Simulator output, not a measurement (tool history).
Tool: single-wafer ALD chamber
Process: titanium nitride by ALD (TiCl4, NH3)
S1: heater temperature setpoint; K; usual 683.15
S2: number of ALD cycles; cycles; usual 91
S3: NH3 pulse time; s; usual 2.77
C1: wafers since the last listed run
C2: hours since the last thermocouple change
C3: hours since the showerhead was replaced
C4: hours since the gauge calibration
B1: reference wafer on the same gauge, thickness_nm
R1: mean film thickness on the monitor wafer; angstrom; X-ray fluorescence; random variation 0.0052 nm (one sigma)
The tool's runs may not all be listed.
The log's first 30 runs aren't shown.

run   hour      S1   S2    S3  C1     C2     C3     C4     B1     R1
 31    417  676.15   82  3.36  33  141.9  243.5   54.5  1.866  18.81
 32  429.9  696.15   84  3.38  41  154.8  256.4   67.4  1.863  19.36
 33  439.6  675.15   91  3.25  30  164.5  266.1   77.1  1.865   20.9
 34  445.9  675.15   76  3.64  20  170.8  272.4   83.4  1.861  17.44
 35  457.8  679.15   91  2.77  37  182.7  284.3   95.3   1.86  20.79
 36  469.8  683.15  104  3.13  38  194.7  296.3  107.3  1.858   23.8
 37    487  668.15  107  1.95  54  211.9  313.5  124.5  1.859  23.87
 38    500  679.15  102   3.4  41  224.9  326.5  137.5  1.859  23.41
 39    512  683.15   91  3.78  38  236.9  338.5  149.5  1.856  20.93

5 ways to go on from here, each from the tool as it stands after run 39. What would each give?
  A  512.6  683.15  91  3.52   1  237.5  339.1  150.1   ?   ?
  B  512.6  693.15  91  3.72   1  237.5  339.1  150.1   ?   ?
  C  512.6  677.15  81  3.16   1  237.5  339.1  150.1   ?   ?
  D  512.6  676.15  86   3.8   1  237.5  339.1  150.1   ?   ?
  E  512.6  683.15  96  3.34   1  237.5  339.1  150.1   ?   ?

run     B1     R1
  A  1.856  20.94
  B  1.856  20.99
  C  1.856  18.57
  D  1.856  19.82
  E  1.856  22.06
Without the tool's hidden state the same runs would have given:
run     R1
  A  21.09
  B  21.14
  C  18.71
  D  19.97
  E  22.22

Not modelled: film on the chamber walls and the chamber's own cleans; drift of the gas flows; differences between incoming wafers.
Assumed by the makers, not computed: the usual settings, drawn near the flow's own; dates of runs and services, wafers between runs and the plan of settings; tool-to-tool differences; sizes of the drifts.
